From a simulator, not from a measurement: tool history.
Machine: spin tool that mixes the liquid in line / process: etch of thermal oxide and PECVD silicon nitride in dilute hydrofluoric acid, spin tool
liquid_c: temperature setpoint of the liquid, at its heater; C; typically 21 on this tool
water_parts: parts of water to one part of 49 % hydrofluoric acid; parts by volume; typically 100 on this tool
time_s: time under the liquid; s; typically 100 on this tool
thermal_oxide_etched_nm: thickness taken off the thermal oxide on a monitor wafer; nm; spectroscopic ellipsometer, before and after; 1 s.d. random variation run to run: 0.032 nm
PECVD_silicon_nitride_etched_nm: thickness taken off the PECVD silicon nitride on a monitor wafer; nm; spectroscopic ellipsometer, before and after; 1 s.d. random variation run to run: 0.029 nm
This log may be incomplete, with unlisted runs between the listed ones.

run    hour  liquid_c  water_parts  time_s  wafers since the last listed run  hours since the thermometer was replaced  hours since the hydrofluoric acid flow meter was replaced  hours since the gauge calibration  read-back film thickness of the thermal oxide reference wafer, read on the same gauge (nm)  read-back film thickness of the PECVD silicon nitride reference wafer, read on the same gauge (nm)  thermal_oxide_etched_nm  PECVD_silicon_nitride_etched_nm
  1       0        21          110     120                                 0                                     809.1                                                      730.7                             2585.7                                                                                     109.988                                                                                              80.018                    4.389                            2.331
  2   102.9        21          100     100                              1107                                       912                                                      833.6                             2688.6                                                                                     109.988                                                                                              79.987                    4.164                            2.119
      255.3  -- gauge calibrated
  3   278.5        21          100     100                              1890                                    1087.6                                                     1009.2                               23.2                                                                                     110.001                                                                                                  80                    4.188                            2.124
  4   320.5        21           70     100                               452                                    1129.6                                                     1051.2                               65.2                                                                                     110.003                                                                                              79.971                    6.147                             2.99
  5   413.5      18.5          100     100                              1001                                    1222.6                                                     1144.2                              158.2                                                                                      109.99                                                                                              80.004                    3.811                            1.788
  6   500.4      18.5          100     100                               935                                    1309.5                                                     1231.1                              245.1                                                                                     110.008                                                                                              80.028                    3.843                            1.829
  7   586.6      18.5          100     100                               927                                    1395.7                                                     1317.3                              331.3                                                                                     110.005                                                                                              80.002                    3.856                             1.82
  8   665.6        21          100     100                               850                                    1474.7                                                     1396.3                              410.3                                                                                     110.008                                                                                                  80                    4.295                             2.22
      707.4  -- hydrofluoric acid flow meter replaced
  9   729.9        21           85     100                               681                                      1539                                                       22.5                              474.6                                                                                     110.004                                                                                              79.984                    4.693                             2.36
 10   787.1        21           55     100                               615                                    1596.2                                                       79.7                              531.8                                                                                     110.006                                                                                              80.016                     7.49                            3.718
 11   823.4        21          115      55                               390                                    1632.5                                                        116                              568.1                                                                                         110                                                                                              79.998                    1.853                            0.998
 12   924.7        21           75     100                              1090                                    1733.8                                                      217.3                              669.4                                                                                     110.004                                                                                              79.987                    5.514                            2.725
 13   970.1        19          100     140                               488                                    1779.2                                                      262.7                              714.8                                                                                     109.994                                                                                              79.991                    5.144                            2.595
 14  1035.8        17          135     155                               707                                    1844.9                                                      328.4                              780.5                                                                                     109.994                                                                                               80.02                    3.805                            1.836
     1042.2  -- thermometer replaced
 15  1138.1        17          125     150                              1090                                      95.9                                                      430.7                              882.8                                                                                     110.016                                                                                              80.004                     4.01                            1.961
 16  1225.8        21          100     100                               944                                     183.6                                                      518.4                              970.5                                                                                     110.001                                                                                              79.959                    3.999                             2.07
 17  1282.3        17          135     155                               608                                     240.1                                                      574.9                               1027                                                                                     110.013                                                                                              80.012                    3.783                            1.864
 18  1378.8        21          150      50                              1038                                     336.6                                                      671.4                             1123.5                                                                                     109.989                                                                                              80.022                    1.301                            0.724
 19  1484.2        21          135     160                              1134                                       442                                                      776.8                             1228.9                                                                                     109.987                                                                                              79.978                    4.671                            2.574
 20  1543.7        21          100     100                               640                                     501.5                                                      836.3                             1288.4                                                                                     110.025                                                                                              80.026                    4.151                            2.142
 21  1632.3        17          130     125                               953                                     590.1                                                      924.9                               1377                                                                                     109.998                                                                                              79.982                    3.237                            1.598
 22  1717.6        23          100      75                               918                                     675.4                                                     1010.2                             1462.3                                                                                     110.007                                                                                              79.975                    3.432                            1.833
 23  1799.1        18           60      80                               877                                     756.9                                                     1091.7                             1543.8                                                                                     109.989                                                                                              80.011                    5.159                            2.376
 24    1880      17.5          100     100                               870                                     837.8                                                     1172.6                             1624.7                                                                                     109.995                                                                                              80.023                    3.711                            1.699
 25    1947        21          100      55                               721                                     904.8                                                     1239.6                             1691.7                                                                                     109.994                                                                                              79.963                    2.365                            1.195

Each row is a separate what-if for the run after 25, all from the same tool condition, not one after another. Results?
  A  1947.4        21          100     100                                 4                                     905.2                                                       1240                             1692.1                                                                                           ?                                                                                                   ?                        ?                                ?
  B  1947.4        21           80      40                                 4                                     905.2                                                       1240                             1692.1                                                                                           ?                                                                                                   ?                        ?                                ?
  C  1947.4        21          100      75                                 4                                     905.2                                                       1240                             1692.1                                                                                           ?                                                                                                   ?                        ?                                ?
  D  1947.4        23          120     115                                 4                                     905.2                                                       1240                             1692.1                                                                                           ?                                                                                                   ?                        ?                                ?

run  read-back film thickness of the thermal oxide reference wafer, read on the same gauge (nm)  read-back film thickness of the PECVD silicon nitride reference wafer, read on the same gauge (nm)  thermal_oxide_etched_nm  PECVD_silicon_nitride_etched_nm
  A                                                                                     109.985                                                                                              80.016                    4.298                            2.231
  B                                                                                     109.985                                                                                              80.016                    2.196                             1.11
  C                                                                                     109.985                                                                                              80.016                    3.224                            1.674
  D                                                                                     109.985                                                                                              80.016                    4.371                            2.453
Had the tool no hidden state, the same runs would have come out as:
run  thermal_oxide_etched_nm  PECVD_silicon_nitride_etched_nm
  A                    3.889                            2.043
  B                     1.99                            1.017
  C                    2.917                            1.532
  D                    3.946                            2.245
